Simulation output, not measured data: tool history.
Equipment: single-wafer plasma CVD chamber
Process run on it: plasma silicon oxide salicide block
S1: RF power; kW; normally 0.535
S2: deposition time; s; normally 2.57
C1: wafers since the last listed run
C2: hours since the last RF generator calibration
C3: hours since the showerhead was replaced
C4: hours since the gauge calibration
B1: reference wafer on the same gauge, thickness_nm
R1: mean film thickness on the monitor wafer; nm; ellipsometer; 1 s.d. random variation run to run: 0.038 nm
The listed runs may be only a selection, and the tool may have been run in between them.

run,hour,S1,S2,C1,C2,C3,C4,B1,R1
1,0.0,0.535,2.57,0,1797.3,5775.8,109.2,30.698,24.614
2,11.9,0.535,2.57,376,1809.2,5787.7,121.1,30.678,24.613
3,19.4,0.535,2.57,237,1816.7,5795.2,128.6,30.689,24.604
4,40.5,0.535,2.32,667,1837.8,5816.3,149.7,30.699,22.249
5,46.6,0.535,2.32,193,1843.9,5822.4,155.8,30.682,22.257
6,53.2,0.535,2.57,208,1850.5,5829.0,162.4,30.701,24.591
7,61.8,0.535,2.57,272,1859.1,5837.6,171.0,30.705,24.560
8,70.7,0.535,2.57,281,1868.0,5846.5,179.9,30.709,24.618
9,86.3,0.535,2.57,493,1883.6,5862.1,195.5,30.700,24.629
10,95.5,0.610,2.57,291,1892.8,5871.3,204.7,30.701,25.950
11,102.0,0.610,2.57,205,1899.3,5877.8,211.2,30.710,25.841
# hour 110.3: gauge calibrated
# hour 112.1: showerhead replaced
12,112.6,0.610,2.57,82,1909.9,0.5,2.3,30.711,25.877
13,123.8,0.590,2.57,354,1921.1,11.7,13.5,30.695,25.536
14,131.8,0.590,2.57,253,1929.1,19.7,21.5,30.703,25.443
# hour 147.1: RF generator calibrated
15,147.6,0.535,2.57,246,0.5,35.5,37.3,30.688,25.621
16,153.3,0.535,2.26,180,6.2,41.2,43.0,30.692,22.453
17,160.5,0.430,2.95,227,13.4,48.4,50.2,30.707,26.756

What does the tool deliver on the next run?
18,169.8,0.495,2.43,294,22.7,57.7,59.5,?,?

{"run 18": {"B1": 30.687, "R1": 23.472}}
Take away the tool's hidden state, keep the run-to-run variation as it was, and the same run would have given R1 23.504 nm.

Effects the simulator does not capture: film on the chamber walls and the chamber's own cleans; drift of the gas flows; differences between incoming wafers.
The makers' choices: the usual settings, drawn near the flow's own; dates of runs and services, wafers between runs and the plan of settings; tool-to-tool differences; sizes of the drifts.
